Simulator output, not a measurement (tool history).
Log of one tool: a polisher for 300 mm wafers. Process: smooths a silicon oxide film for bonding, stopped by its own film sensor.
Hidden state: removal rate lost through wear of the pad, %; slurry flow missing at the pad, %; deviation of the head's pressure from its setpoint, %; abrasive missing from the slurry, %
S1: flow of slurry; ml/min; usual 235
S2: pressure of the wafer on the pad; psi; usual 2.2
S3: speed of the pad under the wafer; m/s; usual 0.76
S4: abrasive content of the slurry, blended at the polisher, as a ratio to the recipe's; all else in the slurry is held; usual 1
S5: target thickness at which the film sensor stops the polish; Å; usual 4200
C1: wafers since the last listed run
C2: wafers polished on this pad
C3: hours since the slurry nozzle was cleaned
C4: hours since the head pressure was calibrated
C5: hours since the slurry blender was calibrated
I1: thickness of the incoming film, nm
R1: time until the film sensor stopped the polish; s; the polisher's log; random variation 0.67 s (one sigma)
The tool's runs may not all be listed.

run	hour	S1	S2	S3	S4	S5	C1	C2	C3	C4	C5	I1	R1
1	0	235	2.2	0.76	1	4230	0	196	167.8	1109.9	107.8	457.1	69.1
2	12.2	235	2.2	0.76	1	4200	90	287	180	1122.1	120	457	75.1
3	19.4	235	2.2	0.76	1	4200	53	341	187.2	1129.3	127.2	469.6	101.4
4	34.4	235	2.2	0.76	1	4200	111	453	202.2	1144.3	142.2	460.1	83.9
5	45.3	235	2.2	0.76	1	4200	81	534	213.1	1155.2	153.1	463	90.4
# hour 54.3: head pressure recalibrated
6	54.8	235	2.2	0.76	1	4200	55	590	222.6	0.5	162.6	452.9	68.7
# hour 68.9: slurry blender recalibrated
7	69.4	235	2.2	0.76	0.9	4200	93	684	237.2	15.1	0.5	454.6	71.4
# hour 76.3: slurry nozzle cleaned
8	81.3	235	2.2	0.76	0.9	4200	81	765	5	27	12.4	462	87.2
9	97.7	235	2.2	0.76	1	4200	122	887	21.4	43.4	28.8	466.7	94.1
10	109.2	200	2.2	0.76	0.75	4200	85	973	32.9	54.9	40.3	451.2	74.4
# hour 125.9: worn pad replaced by a new one
11	126.4	235	2.2	0.76	1	4200	98	3	50.1	72.1	57.5	461.4	77.2
12	137.3	235	2.2	0.76	1.2	4200	81	84	61	83	68.4	461.8	74.9
13	147.5	235	2.2	0.76	1	4200	75	160	71.2	93.2	78.6	458.4	74.5
14	157.8	265	1.9	0.76	1	4200	76	237	81.5	103.5	88.9	464.9	99.8
15	165.1	185	2.2	0.66	1.15	4080	54	292	88.8	110.8	96.2	458.7	111.5
16	177.2	235	1.5	0.6	1.15	4290	90	382	100.9	122.9	108.3	469.4	124.5

3 ways to go on from here, each from the tool as it stands after run 16. What would each give?
A	177.6	235	2.2	0.76	1	4200	2	385	101.3	123.3	108.7	455.7	?
B	177.6	235	2.2	0.92	1	4200	2	385	101.3	123.3	108.7	455.7	?
C	177.6	235	2.2	0.58	1	4200	2	385	101.3	123.3	108.7	455.7	?

run	R1
A	72.9
B	62.6
C	90.5
Without the tool's hidden state the same runs would have given:
run	R1
A	64.8
B	55.6
C	80.5
